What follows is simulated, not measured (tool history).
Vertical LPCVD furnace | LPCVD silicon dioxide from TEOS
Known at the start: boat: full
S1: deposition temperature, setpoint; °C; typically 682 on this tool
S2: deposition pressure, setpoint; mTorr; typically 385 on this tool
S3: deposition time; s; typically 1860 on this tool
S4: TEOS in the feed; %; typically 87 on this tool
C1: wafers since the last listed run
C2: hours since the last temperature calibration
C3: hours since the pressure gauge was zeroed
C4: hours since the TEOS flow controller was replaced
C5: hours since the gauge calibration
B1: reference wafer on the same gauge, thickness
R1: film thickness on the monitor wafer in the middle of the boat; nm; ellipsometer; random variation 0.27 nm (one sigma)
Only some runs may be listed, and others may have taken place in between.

run,hour,S1,S2,S3,S4,C1,C2,C3,C4,C5,B1,R1
1,0.0,682,365,1860,87,0,5149.9,4423.1,7420.1,188.9,193.00,198.80
2,18.1,682,365,1860,87,193,5168.0,4441.2,7438.2,207.0,192.93,199.32
3,32.5,682,365,1860,87,153,5182.4,4455.6,7452.6,221.4,192.97,199.00
4,60.9,682,385,1860,87,303,5210.8,4484.0,7481.0,249.8,192.96,204.29
5,84.3,682,385,1860,87,249,5234.2,4507.4,7504.4,273.2,192.95,204.32
6,104.1,682,385,1860,87,211,5254.0,4527.2,7524.2,293.0,192.92,204.39
7,117.1,682,385,1860,87,138,5267.0,4540.2,7537.2,306.0,193.04,204.40
8,133.4,674,385,1860,96,174,5283.3,4556.5,7553.5,322.3,192.96,177.37
# hour 137.0: gauge calibrated
# hour 189.7: pressure gauge zeroed
# hour 209.9: TEOS flow controller replaced
# hour 229.1: thermocouples replaced and temperature profile calibrated
9,229.6,682,455,1860,87,350,0.5,39.9,19.7,92.6,192.94,199.26
10,234.3,682,450,1860,70,50,5.2,44.6,24.4,97.3,192.99,177.65
11,238.9,682,385,1860,87,49,9.8,49.2,29.0,101.9,193.10,182.57
12,243.6,682,385,1860,87,50,14.5,53.9,33.7,106.6,192.98,183.80
13,271.4,692,385,1860,87,296,42.3,81.7,61.5,134.4,193.01,233.33
14,286.4,682,450,1860,70,160,57.3,96.7,76.5,149.4,192.99,177.80
15,299.6,682,385,1860,72,140,70.5,109.9,89.7,162.6,192.99,166.65

Each row is a separate what-if for the run after 15, all from the same tool condition, not one after another. Results?
A,304.4,677,385,1860,87,51,75.3,114.7,94.5,167.4,?,?
B,304.4,693,385,1860,94,51,75.3,114.7,94.5,167.4,?,?
C,304.4,686,455,1200,87,51,75.3,114.7,94.5,167.4,?,?

run,B1,R1
A,193.08,162.69
B,193.08,248.23
C,193.08,141.83
Take away the tool's hidden state, keep each run's random variation, and the runs would have read:
run,R1
A,161.60
B,246.63
C,140.90

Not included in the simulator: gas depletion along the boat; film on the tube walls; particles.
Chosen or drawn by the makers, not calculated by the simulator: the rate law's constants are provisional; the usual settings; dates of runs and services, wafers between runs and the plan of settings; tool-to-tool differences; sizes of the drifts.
